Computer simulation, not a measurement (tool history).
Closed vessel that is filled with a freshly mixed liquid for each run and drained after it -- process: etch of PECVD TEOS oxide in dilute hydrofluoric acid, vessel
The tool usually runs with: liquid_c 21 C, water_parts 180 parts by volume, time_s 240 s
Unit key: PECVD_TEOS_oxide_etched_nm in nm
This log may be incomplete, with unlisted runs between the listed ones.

| run | hour | liquid_c | water_parts | time_s | wafers since the last listed run | hours since the thermometer was replaced | hours since the hydrofluoric acid flow meter was replaced | hours since the gauge calibration | read-back film thickness of the PECVD TEOS oxide reference wafer, read on the same gauge (nm) | PECVD_TEOS_oxide_etched_nm |
|---|---|---|---|---|---|---|---|---|---|---|
| 1 | 0 | 21 | 180 | 240 | 0 | 164.8 | 737.6 | 486.4 | 89.98 | 14.9 |
| 2 | 97.9 | 21 | 180 | 240 | 8476 | 262.7 | 835.5 | 584.3 | 89.99 | 14.89 |
| 3 | 174.5 | 21 | 180 | 240 | 6632 | 339.3 | 912.1 | 660.9 | 89.99 | 14.8 |
| 4 | 237.2 | 21 | 180 | 240 | 5428 | 402 | 974.8 | 723.6 | 89.97 | 14.91 |
| 5 | 287.6 | 21 | 180 | 240 | 4363 | 452.4 | 1025.2 | 774 | 89.98 | 14.89 |
| 6 | 323.9 | 17.5 | 180 | 240 | 3142 | 488.7 | 1061.5 | 810.3 | 90 | 13 |
| 7 | 393.3 | 17.5 | 180 | 240 | 6008 | 558.1 | 1130.9 | 879.7 | 90.01 | 12.9 |
| 8 | 486.3 | 17.5 | 180 | 240 | 8052 | 651.1 | 1223.9 | 972.7 | 89.98 | 12.91 |
| 9 | 572.8 | 21 | 180 | 240 | 7489 | 737.6 | 1310.4 | 1059.2 | 90.02 | 14.8 |
|  | 649.6 | gauge calibrated |
| 10 | 665.9 | 21 | 180 | 240 | 8060 | 830.7 | 1403.5 | 16.3 | 89.96 | 14.72 |
| 11 | 730.4 | 21 | 180 | 240 | 5584 | 895.2 | 1468 | 80.8 | 90 | 14.67 |
| 12 | 835 | 21 | 180 | 240 | 9056 | 999.8 | 1572.6 | 185.4 | 89.99 | 14.99 |
| 13 | 900.9 | 18 | 220 | 240 | 5705 | 1065.7 | 1638.5 | 251.3 | 89.96 | 10.44 |
| 14 | 967.3 | 21 | 180 | 240 | 5749 | 1132.1 | 1704.9 | 317.7 | 90 | 15.04 |
|  | 1030.6 | hydrofluoric acid flow meter replaced |
| 15 | 1047.5 | 21 | 180 | 240 | 6857 | 1212.3 | 16.9 | 397.9 | 90.02 | 14.77 |
| 16 | 1090.2 | 21 | 180 | 240 | 3697 | 1255 | 59.6 | 440.6 | 90.01 | 14.76 |
| 17 | 1171.3 | 18.5 | 180 | 155 | 7021 | 1336.1 | 140.7 | 521.7 | 89.98 | 8.7 |
|  | 1194.2 | thermometer replaced |
| 18 | 1258 | 21 | 105 | 180 | 7420 | 63.8 | 227.4 | 608.4 | 90.05 | 20.63 |
| 19 | 1316.3 | 17 | 120 | 175 | 5047 | 122.1 | 285.7 | 666.7 | 89.99 | 14.77 |
| 20 | 1364.7 | 17 | 235 | 95 | 4190 | 170.5 | 334.1 | 715.1 | 90.02 | 3.69 |
| 21 | 1561.9 | 21 | 180 | 355 | 17073 | 367.7 | 531.3 | 912.3 | 90.04 | 21.98 |
| 22 | 1606.2 | 21 | 220 | 120 | 3835 | 412 | 575.6 | 956.6 | 89.99 | 5.88 |
| 23 | 1685.1 | 21 | 180 | 240 | 6831 | 490.9 | 654.5 | 1035.5 | 89.99 | 14.92 |
|  | 1690.8 | gauge calibrated |
| 24 | 1750 | 25.5 | 105 | 240 | 5619 | 555.8 | 719.4 | 59.2 | 89.95 | 33.28 |

Exercise: give the hidden state of the tool at every run:
liquid hotter than its thermometer reads (K): 0 at every run
hydrofluoric acid flow below the setpoint (%): 0 at every run
gauge reads high (%): 0 at every run

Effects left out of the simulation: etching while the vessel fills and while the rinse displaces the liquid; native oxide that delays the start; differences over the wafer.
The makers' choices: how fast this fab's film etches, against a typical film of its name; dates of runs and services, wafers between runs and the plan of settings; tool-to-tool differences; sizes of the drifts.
